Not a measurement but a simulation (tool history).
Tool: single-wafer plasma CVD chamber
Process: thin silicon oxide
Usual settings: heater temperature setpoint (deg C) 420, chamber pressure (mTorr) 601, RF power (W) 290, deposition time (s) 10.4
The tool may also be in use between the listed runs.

run   hour  heater temperature setpoint (deg C)  chamber pressure (mTorr)  RF power (W)  deposition time (s)  wafers since the last listed run  hours since the last thermocouple change  hours since the last RF generator calibration  hours since the last manometer calibration  hours since the showerhead was replaced  hours since the gauge calibration  read-back reference wafer on the same gauge, thickness_nm  mean film thickness on the monitor wafer (Å)
  1      0                                  420                       568           290                 10.4                                 0                                    2637.5                                         1165.8                                      1704.9                                   2472.2                              358.9                                                     15.213                                        126.79
  2   17.1                                  420                       568           290                 10.4                               268                                    2654.6                                         1182.9                                        1722                                   2489.3                                376                                                     15.205                                        126.82
      27.3  -- gauge calibrated
  3   45.9                                  420                       601           290                 10.4                               452                                    2683.4                                         1211.7                                      1750.8                                   2518.1                               18.6                                                     15.215                                        134.48
  4   71.4                                  420                       601           290                 10.4                               400                                    2708.9                                         1237.2                                      1776.3                                   2543.6                               44.1                                                     15.203                                        134.29
  5   87.4                                  420                       601           290                 10.4                               251                                    2724.9                                         1253.2                                      1792.3                                   2559.6                               60.1                                                     15.196                                        134.46
  6   99.9                                  420                       601           290                 10.4                               196                                    2737.4                                         1265.7                                      1804.8                                   2572.1                               72.6                                                      15.19                                        134.43
  7  122.8                                  420                       601           290                 10.4                               359                                    2760.3                                         1288.6                                      1827.7                                     2595                               95.5                                                     15.198                                         133.8
  8  158.7                                  420                       601           290                 10.4                               564                                    2796.2                                         1324.5                                      1863.6                                   2630.9                              131.4                                                       15.2                                        134.53
  9  187.8                                  420                       601           290                 10.4                               457                                    2825.3                                         1353.6                                      1892.7                                     2660                              160.5                                                     15.207                                        133.67
 10  213.1                                  416                       601           290                 11.7                               397                                    2850.6                                         1378.9                                        1918                                   2685.3                              185.8                                                     15.212                                        150.84
     223.8  -- showerhead replaced
     225.1  -- thermocouple changed; heater temperature recalibrated
 11  233.8                                  416                       601           290                 11.7                               178                                       8.7                                         1399.6                                      1938.7                                       10                              206.5                                                     15.196                                        151.08
       244  -- capacitance manometer re-zeroed and calibrated
 12    281                                  430                       681           305                 12.4                               615                                      55.9                                         1446.8                                          37                                     57.2                              253.7                                                     15.213                                         174.8
 13  312.8                                  420                       601           290                 10.4                               499                                      87.7                                         1478.6                                        68.8                                       89                              285.5                                                     15.201                                         127.8
     345.5  -- RF generator calibrated
 14    346                                  420                       464           290                  8.3                               395                                     120.9                                            0.5                                         102                                    122.2                              318.7                                                     15.193                                         80.82
 15  362.1                                  406                       514           290                  8.9                               252                                       137                                           16.6                                       118.1                                    138.3                              334.8                                                     15.198                                         97.46
     369.7  -- gauge calibrated
 16  390.1                                  420                       601           290                 10.4                               439                                       165                                           44.6                                       146.1                                    166.3                               20.4                                                     15.184                                        131.75
 17  425.2                                  426                       476           305                  9.3                               551                                     200.1                                           79.7                                       181.2                                    201.4                               55.5                                                     15.181                                         94.85
 18  459.9                                  420                       601           290                 10.4                               545                                     234.8                                          114.4                                       215.9                                    236.1                               90.2                                                      15.19                                         132.1
 19  476.5                                  420                       601           260                 10.4                               260                                     251.4                                            131                                       232.5                                    252.7                              106.8                                                     15.199                                        125.84
 20  497.4                                  420                       601           290                  8.6                               328                                     272.3                                          151.9                                       253.4                                    273.6                              127.7                                                      15.21                                        109.83
 21  514.9                                  424                       601           290                 10.4                               274                                     289.8                                          169.4                                       270.9                                    291.1                              145.2                                                     15.202                                        131.95
 22  549.2                                  427                       645           305                  8.5                               538                                     324.1                                          203.7                                       305.2                                    325.4                              179.5                                                     15.198                                        118.98
 23    575                                  415                       601           275                 10.4                               405                                     349.9                                          229.5                                         331                                    351.2                              205.3                                                     15.206                                         129.5

How the hidden state differs across the entries between the runs, from the last listed run before each to the first after it:
Between runs 2 and 3: gauge calibrated (hour 27.3)
  delivered RF power above the setpoint (%): -4.66 -> -4.89; true pressure above the setpoint (%): 4.04 -> 4.12
  measured less the result without the state, mean film thickness on the monitor wafer (Å): +2.43 -> +2.48
Between runs 10 and 11: showerhead replaced (hour 223.8); thermocouple changed; heater temperature recalibrated (hour 225.1)
  delivered RF power above the setpoint (%): -6.33 -> -6.52; true pressure above the setpoint (%): 4.58 -> 4.63
  measured less the result without the state, mean film thickness on the monitor wafer (Å): +2.41 -> +2.36
Between runs 11 and 12: capacitance manometer re-zeroed and calibrated (hour 244)
  delivered RF power above the setpoint (%): -6.52 -> -6.96; true pressure above the setpoint (%): 4.63 -> 0.0496
  measured less the result without the state, mean film thickness on the monitor wafer (Å): +2.36 -> -5.44
Between runs 13 and 14: RF generator calibrated (hour 345.5)
  delivered RF power above the setpoint (%): -7.27 -> -0.567; true pressure above the setpoint (%): 0.137 -> 0.228
  measured less the result without the state, mean film thickness on the monitor wafer (Å): -4.15 -> -0.01
Between runs 15 and 16: gauge calibrated (hour 369.7)
  delivered RF power above the setpoint (%): -0.568 -> -0.574; true pressure above the setpoint (%): 0.272 -> 0.349
  measured less the result without the state, mean film thickness on the monitor wafer (Å): +0.04 -> +0.13
